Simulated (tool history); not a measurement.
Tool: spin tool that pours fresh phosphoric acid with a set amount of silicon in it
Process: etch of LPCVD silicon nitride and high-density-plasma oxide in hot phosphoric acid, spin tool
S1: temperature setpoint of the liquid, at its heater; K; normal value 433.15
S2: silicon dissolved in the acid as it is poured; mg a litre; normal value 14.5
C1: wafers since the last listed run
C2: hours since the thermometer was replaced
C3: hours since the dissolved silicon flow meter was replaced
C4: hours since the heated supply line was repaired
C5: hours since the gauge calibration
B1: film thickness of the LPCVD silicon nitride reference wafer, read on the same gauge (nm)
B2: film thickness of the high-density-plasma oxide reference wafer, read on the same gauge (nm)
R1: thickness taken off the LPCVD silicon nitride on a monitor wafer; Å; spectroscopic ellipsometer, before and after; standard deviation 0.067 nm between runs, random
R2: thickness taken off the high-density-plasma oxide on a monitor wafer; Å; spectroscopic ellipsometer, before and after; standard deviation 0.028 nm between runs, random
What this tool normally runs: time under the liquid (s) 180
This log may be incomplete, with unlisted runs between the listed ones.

{"run": 1, "hour": 0.0, "S1": 434.65, "S2": 14.5, "time under the liquid (s)": 180, "C1": 0, "C2": 1419.3, "C3": 2377.3, "C4": 2143.1, "C5": 204.8, "B1": 100.01, "B2": 119.967, "R1": 108.7, "R2": 2.96}
{"hour": 4.5, "done": "dissolved silicon flow meter replaced"}
{"run": 2, "hour": 10.8, "S1": 433.15, "S2": 14.5, "time under the liquid (s)": 180, "C1": 57, "C2": 1430.1, "C3": 6.3, "C4": 2153.9, "C5": 215.6, "B1": 100.02, "B2": 119.988, "R1": 100.2, "R2": 3.05}
{"run": 3, "hour": 48.3, "S1": 433.15, "S2": 14.5, "time under the liquid (s)": 180, "C1": 219, "C2": 1467.6, "C3": 43.8, "C4": 2191.4, "C5": 253.1, "B1": 99.96, "B2": 119.996, "R1": 98.1, "R2": 2.67}
{"run": 4, "hour": 55.5, "S1": 434.15, "S2": 14.5, "time under the liquid (s)": 180, "C1": 42, "C2": 1474.8, "C3": 51.0, "C4": 2198.6, "C5": 260.3, "B1": 100.03, "B2": 119.998, "R1": 105.0, "R2": 3.05}
{"run": 5, "hour": 68.6, "S1": 434.15, "S2": 14.5, "time under the liquid (s)": 180, "C1": 76, "C2": 1487.9, "C3": 64.1, "C4": 2211.7, "C5": 273.4, "B1": 99.98, "B2": 119.995, "R1": 103.9, "R2": 2.89}
{"run": 6, "hour": 77.3, "S1": 434.65, "S2": 7.0, "time under the liquid (s)": 180, "C1": 50, "C2": 1496.6, "C3": 72.8, "C4": 2220.4, "C5": 282.1, "B1": 100.03, "B2": 120.011, "R1": 105.6, "R2": 3.9}
{"hour": 81.6, "done": "thermometer replaced"}
{"run": 7, "hour": 85.5, "S1": 433.15, "S2": 14.5, "time under the liquid (s)": 180, "C1": 42, "C2": 3.9, "C3": 81.0, "C4": 2228.6, "C5": 290.3, "B1": 99.93, "B2": 120.009, "R1": 114.3, "R2": 3.49}
{"run": 8, "hour": 96.2, "S1": 433.15, "S2": 17.5, "time under the liquid (s)": 180, "C1": 62, "C2": 14.6, "C3": 91.7, "C4": 2239.3, "C5": 301.0, "B1": 100.01, "B2": 120.017, "R1": 113.1, "R2": 3.01}
{"run": 9, "hour": 104.7, "S1": 431.15, "S2": 14.5, "time under the liquid (s)": 180, "C1": 49, "C2": 23.1, "C3": 100.2, "C4": 2247.8, "C5": 309.5, "B1": 99.97, "B2": 120.017, "R1": 102.0, "R2": 3.11}
{"run": 10, "hour": 120.6, "S1": 433.15, "S2": 20.5, "time under the liquid (s)": 180, "C1": 93, "C2": 39.0, "C3": 116.1, "C4": 2263.7, "C5": 325.4, "B1": 100.01, "B2": 119.986, "R1": 113.2, "R2": 3.07}
{"run": 11, "hour": 127.0, "S1": 431.15, "S2": 22.0, "time under the liquid (s)": 135, "C1": 37, "C2": 45.4, "C3": 122.5, "C4": 2270.1, "C5": 331.8, "B1": 99.98, "B2": 119.985, "R1": 76.4, "R2": 1.9}
{"run": 12, "hour": 140.2, "S1": 433.15, "S2": 18.0, "time under the liquid (s)": 280, "C1": 77, "C2": 58.6, "C3": 135.7, "C4": 2283.3, "C5": 345.0, "B1": 100.0, "B2": 119.999, "R1": 176.3, "R2": 4.95}

Forecast run 13:
{"run": 13, "hour": 150.6, "S1": 433.15, "S2": 21.0, "time under the liquid (s)": 230, "C1": 60, "C2": 69.0, "C3": 146.1, "C4": 2293.7, "C5": 355.4, "B1": "?", "B2": "?", "R1": "?", "R2": "?"}

Run 13 came out at B1 99.97, B2 119.997, R1 144.1 Å, R2 4.06 Å.
If the tool had no hidden condition, the same run with the same run-to-run variation would have returned R1 172.8 Å, R2 6.06 Å.
